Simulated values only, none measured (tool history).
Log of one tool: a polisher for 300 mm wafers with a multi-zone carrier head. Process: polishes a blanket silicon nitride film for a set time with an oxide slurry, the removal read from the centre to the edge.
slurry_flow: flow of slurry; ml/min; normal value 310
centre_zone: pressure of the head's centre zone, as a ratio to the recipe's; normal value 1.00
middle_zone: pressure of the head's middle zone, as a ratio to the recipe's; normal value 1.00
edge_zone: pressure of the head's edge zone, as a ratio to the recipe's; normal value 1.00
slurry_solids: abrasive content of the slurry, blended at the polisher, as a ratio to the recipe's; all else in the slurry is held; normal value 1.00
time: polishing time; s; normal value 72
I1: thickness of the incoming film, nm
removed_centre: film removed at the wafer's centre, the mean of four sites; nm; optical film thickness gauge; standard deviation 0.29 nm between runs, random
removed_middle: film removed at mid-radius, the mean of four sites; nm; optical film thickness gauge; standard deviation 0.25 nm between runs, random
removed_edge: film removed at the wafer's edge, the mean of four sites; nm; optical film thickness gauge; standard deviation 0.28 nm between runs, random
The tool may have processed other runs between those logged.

{"run": 1, "hour": 0.0, "slurry_flow": 310, "centre_zone": 0.95, "middle_zone": 1.07, "edge_zone": 1.0, "slurry_solids": 1.0, "time": 72, "I1": 391.7, "removed_centre": 40.6, "removed_middle": 41.1, "removed_edge": 40.2}
{"hour": 9.1, "done": "worn pad replaced by a new one, of another model than before"}
{"run": 2, "hour": 11.2, "slurry_flow": 310, "centre_zone": 0.93, "middle_zone": 1.0, "edge_zone": 1.0, "slurry_solids": 1.0, "time": 72, "I1": 400.1, "removed_centre": 40.0, "removed_middle": 39.1, "removed_edge": 39.8}
{"run": 3, "hour": 26.3, "slurry_flow": 310, "centre_zone": 1.0, "middle_zone": 0.92, "edge_zone": 1.04, "slurry_solids": 1.0, "time": 72, "I1": 397.4, "removed_centre": 42.7, "removed_middle": 36.7, "removed_edge": 40.9}
{"run": 4, "hour": 32.4, "slurry_flow": 310, "centre_zone": 1.09, "middle_zone": 1.0, "edge_zone": 1.0, "slurry_solids": 1.0, "time": 72, "I1": 398.7, "removed_centre": 45.0, "removed_middle": 38.9, "removed_edge": 40.1}
{"run": 5, "hour": 42.6, "slurry_flow": 310, "centre_zone": 1.0, "middle_zone": 1.0, "edge_zone": 1.0, "slurry_solids": 1.0, "time": 72, "I1": 403.0, "removed_centre": 42.4, "removed_middle": 39.4, "removed_edge": 40.0}
{"run": 6, "hour": 56.6, "slurry_flow": 240, "centre_zone": 1.0, "middle_zone": 0.88, "edge_zone": 1.0, "slurry_solids": 1.0, "time": 72, "I1": 405.6, "removed_centre": 42.0, "removed_middle": 34.9, "removed_edge": 39.6}
{"run": 7, "hour": 67.1, "slurry_flow": 310, "centre_zone": 1.0, "middle_zone": 1.0, "edge_zone": 1.11, "slurry_solids": 1.0, "time": 72, "I1": 393.4, "removed_centre": 42.5, "removed_middle": 38.9, "removed_edge": 42.6}
{"run": 8, "hour": 79.5, "slurry_flow": 310, "centre_zone": 1.0, "middle_zone": 1.0, "edge_zone": 1.0, "slurry_solids": 1.0, "time": 72, "I1": 397.0, "removed_centre": 42.9, "removed_middle": 39.1, "removed_edge": 39.9}
{"hour": 89.1, "done": "edge zone pressure recalibrated"}
{"hour": 95.1, "done": "slurry nozzle cleaned"}
{"run": 9, "hour": 97.3, "slurry_flow": 310, "centre_zone": 0.95, "middle_zone": 1.0, "edge_zone": 1.0, "slurry_solids": 1.2, "time": 72, "I1": 403.0, "removed_centre": 45.8, "removed_middle": 43.0, "removed_edge": 44.2}
{"hour": 111.9, "done": "centre zone pressure recalibrated"}
{"run": 10, "hour": 113.4, "slurry_flow": 310, "centre_zone": 1.0, "middle_zone": 1.0, "edge_zone": 1.0, "slurry_solids": 1.0, "time": 93, "I1": 404.3, "removed_centre": 51.2, "removed_middle": 50.3, "removed_edge": 51.5}
{"run": 11, "hour": 143.2, "slurry_flow": 350, "centre_zone": 1.0, "middle_zone": 1.0, "edge_zone": 1.0, "slurry_solids": 1.0, "time": 83, "I1": 400.7, "removed_centre": 47.0, "removed_middle": 46.1, "removed_edge": 46.5}
{"hour": 158.2, "done": "worn pad replaced by a new one"}
{"run": 12, "hour": 158.7, "slurry_flow": 310, "centre_zone": 1.0, "middle_zone": 1.0, "edge_zone": 1.0, "slurry_solids": 1.2, "time": 72, "I1": 395.6, "removed_centre": 45.1, "removed_middle": 43.5, "removed_edge": 44.8}
{"run": 13, "hour": 170.2, "slurry_flow": 250, "centre_zone": 1.04, "middle_zone": 1.0, "edge_zone": 1.0, "slurry_solids": 1.25, "time": 47, "I1": 394.9, "removed_centre": 30.5, "removed_middle": 28.3, "removed_edge": 29.4}
{"run": 14, "hour": 183.9, "slurry_flow": 310, "centre_zone": 1.0, "middle_zone": 1.0, "edge_zone": 1.0, "slurry_solids": 0.75, "time": 95, "I1": 408.5, "removed_centre": 44.0, "removed_middle": 41.1, "removed_edge": 42.8}
{"run": 15, "hour": 199.8, "slurry_flow": 310, "centre_zone": 1.0, "middle_zone": 1.0, "edge_zone": 1.0, "slurry_solids": 0.8, "time": 72, "I1": 395.6, "removed_centre": 35.2, "removed_middle": 33.4, "removed_edge": 33.5}
{"run": 16, "hour": 210.6, "slurry_flow": 310, "centre_zone": 1.0, "middle_zone": 1.0, "edge_zone": 1.0, "slurry_solids": 1.0, "time": 72, "I1": 400.6, "removed_centre": 41.5, "removed_middle": 39.2, "removed_edge": 39.7}
{"run": 17, "hour": 225.6, "slurry_flow": 345, "centre_zone": 1.0, "middle_zone": 1.0, "edge_zone": 0.93, "slurry_solids": 0.85, "time": 72, "I1": 392.6, "removed_centre": 37.5, "removed_middle": 35.3, "removed_edge": 34.4}
{"run": 18, "hour": 233.1, "slurry_flow": 310, "centre_zone": 1.0, "middle_zone": 1.0, "edge_zone": 1.0, "slurry_solids": 1.0, "time": 72, "I1": 398.6, "removed_centre": 42.1, "removed_middle": 39.1, "removed_edge": 39.9}
{"run": 19, "hour": 242.0, "slurry_flow": 310, "centre_zone": 1.0, "middle_zone": 1.0, "edge_zone": 1.0, "slurry_solids": 1.0, "time": 72, "I1": 401.9, "removed_centre": 42.2, "removed_middle": 39.1, "removed_edge": 40.1}
{"run": 20, "hour": 254.5, "slurry_flow": 310, "centre_zone": 1.1, "middle_zone": 0.91, "edge_zone": 0.96, "slurry_solids": 0.9, "time": 72, "I1": 399.7, "removed_centre": 41.3, "removed_middle": 33.9, "removed_edge": 36.5}
{"run": 21, "hour": 260.8, "slurry_flow": 310, "centre_zone": 1.0, "middle_zone": 1.0, "edge_zone": 1.0, "slurry_solids": 1.0, "time": 72, "I1": 405.7, "removed_centre": 41.7, "removed_middle": 39.2, "removed_edge": 40.0}
{"run": 22, "hour": 267.2, "slurry_flow": 345, "centre_zone": 1.0, "middle_zone": 1.11, "edge_zone": 1.07, "slurry_solids": 1.0, "time": 64, "I1": 394.5, "removed_centre": 37.6, "removed_middle": 38.1, "removed_edge": 36.2}
{"hour": 281.4, "done": "worn pad replaced by a new one"}
{"run": 23, "hour": 281.9, "slurry_flow": 350, "centre_zone": 1.0, "middle_zone": 0.95, "edge_zone": 1.0, "slurry_solids": 1.0, "time": 72, "I1": 394.3, "removed_centre": 42.2, "removed_middle": 37.6, "removed_edge": 39.4}

What if the next run were any one of these 3? Each begins from the tool's condition after run 23:
{"run": "A", "hour": 282.3, "slurry_flow": 310, "centre_zone": 1.0, "middle_zone": 1.0, "edge_zone": 1.0, "slurry_solids": 1.0, "time": 86, "I1": 400.4, "removed_centre": "?", "removed_middle": "?", "removed_edge": "?"}
{"run": "B", "hour": 282.3, "slurry_flow": 250, "centre_zone": 1.0, "middle_zone": 1.0, "edge_zone": 1.0, "slurry_solids": 1.0, "time": 72, "I1": 400.4, "removed_centre": "?", "removed_middle": "?", "removed_edge": "?"}
{"run": "C", "hour": 282.3, "slurry_flow": 235, "centre_zone": 1.09, "middle_zone": 1.0, "edge_zone": 1.0, "slurry_solids": 1.0, "time": 72, "I1": 400.4, "removed_centre": "?", "removed_middle": "?", "removed_edge": "?"}

run=A removed_centre=50.3 removed_middle=46.6 removed_edge=47.8
run=B removed_centre=41.6 removed_middle=38.6 removed_edge=39.7
run=C removed_centre=43.8 removed_middle=38.5 removed_edge=39.6
With the hidden condition removed and each run's random variation left untouched, the same runs would have given:
run=A removed_centre=47.5 removed_middle=46.7 removed_edge=47.8
run=B removed_centre=39.3 removed_middle=38.6 removed_edge=39.7
run=C removed_centre=41.3 removed_middle=38.5 removed_edge=39.6

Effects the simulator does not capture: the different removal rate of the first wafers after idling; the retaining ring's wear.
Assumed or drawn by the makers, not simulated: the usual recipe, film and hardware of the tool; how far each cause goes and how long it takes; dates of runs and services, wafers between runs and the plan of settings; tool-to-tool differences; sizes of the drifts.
